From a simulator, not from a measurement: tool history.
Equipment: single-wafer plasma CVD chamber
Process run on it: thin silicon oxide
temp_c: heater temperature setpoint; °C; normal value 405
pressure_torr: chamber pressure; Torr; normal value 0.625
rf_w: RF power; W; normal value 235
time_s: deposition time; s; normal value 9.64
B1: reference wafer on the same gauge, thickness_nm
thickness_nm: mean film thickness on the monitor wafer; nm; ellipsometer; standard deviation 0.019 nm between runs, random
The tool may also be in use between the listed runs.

run 1 hour=0 | temp_c=405 pressure_torr=0.625 rf_w=235 time_s=9.64 | B1=14.095 | thickness_nm=11.527
run 2 hour=29.4 | temp_c=405 pressure_torr=0.625 rf_w=235 time_s=9.64 | B1=14.106 | thickness_nm=11.537
run 3 hour=49.8 | temp_c=401 pressure_torr=0.625 rf_w=235 time_s=9.64 | B1=14.093 | thickness_nm=11.577
run 4 hour=69.1 | temp_c=401 pressure_torr=0.625 rf_w=235 time_s=9.64 | B1=14.1 | thickness_nm=11.542
run 5 hour=94.7 | temp_c=401 pressure_torr=0.625 rf_w=235 time_s=9.64 | B1=14.109 | thickness_nm=11.558
run 6 hour=122.1 | temp_c=405 pressure_torr=0.674 rf_w=235 time_s=9.64 | B1=14.099 | thickness_nm=12.407
run 7 hour=154.9 | temp_c=405 pressure_torr=0.674 rf_w=235 time_s=9.64 | B1=14.102 | thickness_nm=12.355
run 8 hour=189.3 | temp_c=405 pressure_torr=0.674 rf_w=235 time_s=9.64 | B1=14.103 | thickness_nm=12.338
-- hour=208.3 gauge calibrated
run 9 hour=233.6 | temp_c=405 pressure_torr=0.625 rf_w=265 time_s=9.64 | B1=14.096 | thickness_nm=11.974
-- hour=248 showerhead replaced
run 10 hour=261.5 | temp_c=405 pressure_torr=0.625 rf_w=280 time_s=9.64 | B1=14.097 | thickness_nm=12.21
-- hour=291.1 thermocouple changed; heater temperature recalibrated
run 11 hour=295.6 | temp_c=409 pressure_torr=0.537 rf_w=195 time_s=10.23 | B1=14.099 | thickness_nm=9.796
run 12 hour=315.3 | temp_c=401 pressure_torr=0.625 rf_w=235 time_s=9.64 | B1=14.104 | thickness_nm=11.485
run 13 hour=329.6 | temp_c=405 pressure_torr=0.625 rf_w=235 time_s=9.64 | B1=14.101 | thickness_nm=11.461
-- hour=344.4 capacitance manometer re-zeroed and calibrated
run 14 hour=344.9 | temp_c=405 pressure_torr=0.674 rf_w=235 time_s=9.64 | B1=14.093 | thickness_nm=13.129

Estimate the outcome of run 15 from the log above:
run 15 hour=370 | temp_c=405 pressure_torr=0.625 rf_w=275 time_s=10.74 | B1=? | thickness_nm=?

Run 15 measured B1 14.104, thickness_nm 14.352 nm.
With no hidden state in the tool, this same run would have given thickness_nm 14.73 nm.
